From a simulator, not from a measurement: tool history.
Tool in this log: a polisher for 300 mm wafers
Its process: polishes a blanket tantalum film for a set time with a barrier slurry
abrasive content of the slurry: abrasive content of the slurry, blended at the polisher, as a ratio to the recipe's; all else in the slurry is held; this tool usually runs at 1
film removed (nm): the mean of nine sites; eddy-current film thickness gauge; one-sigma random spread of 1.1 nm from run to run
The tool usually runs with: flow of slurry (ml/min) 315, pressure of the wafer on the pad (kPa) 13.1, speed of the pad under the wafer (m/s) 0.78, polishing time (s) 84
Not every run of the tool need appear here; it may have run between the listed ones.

run   hour  flow of slurry (ml/min)  pressure of the wafer on the pad (kPa)  speed of the pad under the wafer (m/s)  abrasive content of the slurry  polishing time (s)  incoming thickness of the incoming film, nm  film removed (nm)
  1      0                      315                                    15.2                                    0.78                               1                  84                                        295.9              125.5
  2   29.4                      315                                    15.2                                    0.78                               1                  84                                        297.1              125.5
  3   51.9                      315                                    15.2                                    0.78                               1                  84                                        294.4              127.1
  4   72.8                      315                                    15.2                                    0.78                               1                  66                                        297.6               98.5
      76.8  -- slurry blender recalibrated
  5     93                      315                                    13.1                                    0.78                               1                  84                                        293.5              112.4
  6  112.8                      315                                    13.1                                    0.78                               1                  84                                        294.6              111.6
  7  144.9                      315                                    13.1                                    0.78                               1                  84                                        299.4              111.4
  8  168.9                      315                                    13.1                                    0.78                               1                  84                                          303              113.1
     174.2  -- worn pad replaced by a new one
  9  188.5                      315                                    13.1                                    0.78                               1                  84                                        302.8              111.5
 10  202.8                      315                                    13.1                                     0.9                               1                  84                                        303.6                125
 11  222.6                      315                                    13.1                                     0.9                               1                  84                                        297.4              124.1
 12  256.9                      315                                    13.1                                     0.9                               1                  84                                        298.7                122
 13  276.7                      315                                    13.1                                    0.78                               1                  66                                        297.4               87.6
 14  301.3                      315                                      11                                    0.78                            1.25                  84                                        301.2              105.3
 15  323.1                      315                                    13.1                                    0.94                               1                  84                                        302.4              129.1
 16  348.2                      315                                    13.1                                    0.78                               1                  84                                        300.2              113.3
     364.2  -- worn pad replaced by a new one
 17  376.3                      280                                     9.7                                    0.86                               1                  59                                        303.9               66.1
     380.4  -- head pressure recalibrated
     394.3  -- slurry blender recalibrated
     469.6  -- slurry nozzle cleaned
 18  471.4                      365                                    13.1                                     0.7                               1                  84                                        297.6              103.3
 19  484.7                      315                                    13.1                                    0.78                               1                  84                                        300.2                112
 20  502.1                      315                                    13.1                                    0.78                               1                  99                                        296.9                133
 21  526.7                      355                                    13.1                                    0.92                             1.1                 111                                        299.2              174.6
       536  -- worn pad replaced by a new one
 22  557.2                      315                                    15.2                                    0.78                             0.8                  84                                        297.6              110.1
 23  576.8                      315                                    13.1                                    0.78                            1.25                  84                                        300.7              124.9
 24  609.1                      315                                    13.1                                    0.78                               1                  68                                        305.8                 90
 25  633.9                      220                                    10.3                                    0.86                            1.25                  84                                        301.5              105.5
     654.8  -- slurry blender recalibrated
 26  668.1                      360                                    13.1                                    0.78                             0.9                  73                                        299.8               92.9
     699.5  -- worn pad replaced by a new one
 27    700                      315                                    13.1                                    0.78                               1                  84                                        298.8              110.2
 28  727.8                      315                                       9                                    0.98                            0.75                  84                                        299.5                 80
 29  741.8                      315                                    13.1                                    0.78                               1                  84                                        301.2              111.3

Predict each of these 5 candidate next runs independently; none follows another, all start after run 29:
  A  742.3                      315                                    17.9                                    0.78                               1                  84                                        306.2                  ?
  B  742.3                      410                                    13.1                                    0.98                               1                  84                                        306.2                  ?
  C  742.3                      315                                    13.1                                    0.78                            0.75                 105                                        306.2                  ?
  D  742.3                      250                                     9.7                                    0.62                               1                  69                                        306.2                  ?
  E  742.3                      315                                    11.7                                    1.04                               1                  71                                        306.2                  ?

run  film removed (nm)
  A              145.5
  B              134.3
  C              115.2
  D               60.3
  E                107
Without the tool's hidden state the same runs would have given:
run  film removed (nm)
  A              145.5
  B              134.3
  C              115.2
  D               60.3
  E                107
